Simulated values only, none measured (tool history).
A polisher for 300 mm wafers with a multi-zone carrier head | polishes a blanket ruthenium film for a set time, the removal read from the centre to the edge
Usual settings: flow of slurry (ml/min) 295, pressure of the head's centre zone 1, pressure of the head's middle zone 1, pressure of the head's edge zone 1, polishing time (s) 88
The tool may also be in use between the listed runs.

run,hour,flow of slurry (ml/min),pressure of the head's centre zone,pressure of the head's middle zone,pressure of the head's edge zone,polishing time (s),"incoming thickness of the incoming film, nm",film removed at the wafer's centre (nm),film removed at mid-radius (nm),film removed at the wafer's edge (nm)
1,0,295,1,1,1,64,433.5,45.5,47.3,45.6
2,50.6,295,1,1,1,64,426.1,45.3,47.9,45.2
3,89.6,295,1,1,0.94,88,436.8,62.9,65.6,61.7
4,209.5,295,1,1,0.94,88,425.1,63,65.9,60.5
# hour 238.4: worn pad replaced by a new one
5,238.9,295,1,1,0.94,88,429.9,62.7,65,60.2
6,298.3,295,1,1,1,88,430.7,62.6,65.6,61.6
7,367.4,295,1,1,1,88,423.2,63.1,65,62.3
8,425.8,295,1,1,1,88,429.6,62.9,65.3,63
# hour 446.5: worn pad replaced by a new one
9,460.8,295,1,1,1,113,434.7,80,84.5,78.4
10,502.3,295,1,1,1,88,422.1,62.6,65.8,63.1
# hour 516: centre zone pressure recalibrated
11,555.4,295,1,1.05,1,88,437,62.7,68.4,62.2
12,588.7,320,1.1,1.03,1,88,432.4,70.4,67.6,61.4
# hour 593.8: edge zone pressure recalibrated
13,653.2,390,1,1,0.88,61,437.7,44.1,46.2,40.9
# hour 677.9: carrier head's membrane replaced by a new one
14,690.9,295,1,1.04,1,88,422.9,62.6,67.7,62.5
# hour 705.3: slurry nozzle cleaned
# hour 714.3: worn pad replaced by a new one
15,741.3,295,1,0.9,0.92,102,433.6,73.1,70,69.7
16,782.5,295,1,1.06,1.07,78,425.6,56,61,57.4
17,843.1,240,0.9,1,1.05,88,423.3,55.6,64.1,63.1
18,879.6,295,1,1.11,1,88,429.4,62.3,71.6,62.3
19,928.2,295,1,1.1,1,98,423.4,69.8,79.5,68.1
# hour 937.4: worn pad replaced by a new one
20,961.4,295,1,1,1,88,426.6,61.7,65.2,62
21,1022,255,0.9,0.96,1,71,428.8,45.5,51.1,49.5
# hour 1056.4: centre zone pressure recalibrated
22,1065.6,330,1.07,1,0.97,71,423.2,54.6,53.1,49.7
23,1107,295,1,1.06,1.07,78,431.8,55.6,60.9,57.3

3 ways to go on from here, each from the tool as it stands after run 23. What would each give?
A,1107.5,295,1,1,0.88,88,434.4,?,?,?
B,1107.5,295,1.1,1,0.9,77,434.4,?,?,?
C,1107.5,255,1,1.07,0.96,97,434.4,?,?,?

run,film removed at the wafer's centre (nm),film removed at mid-radius (nm),film removed at the wafer's edge (nm)
A,62.7,65.1,59
B,60.4,56.9,52.1
C,68.3,75.1,67
Without the tool's hidden state the same runs would have given:
run,film removed at the wafer's centre (nm),film removed at mid-radius (nm),film removed at the wafer's edge (nm)
A,62.7,65.1,59
B,60.4,56.9,52.1
C,68.3,75.1,67
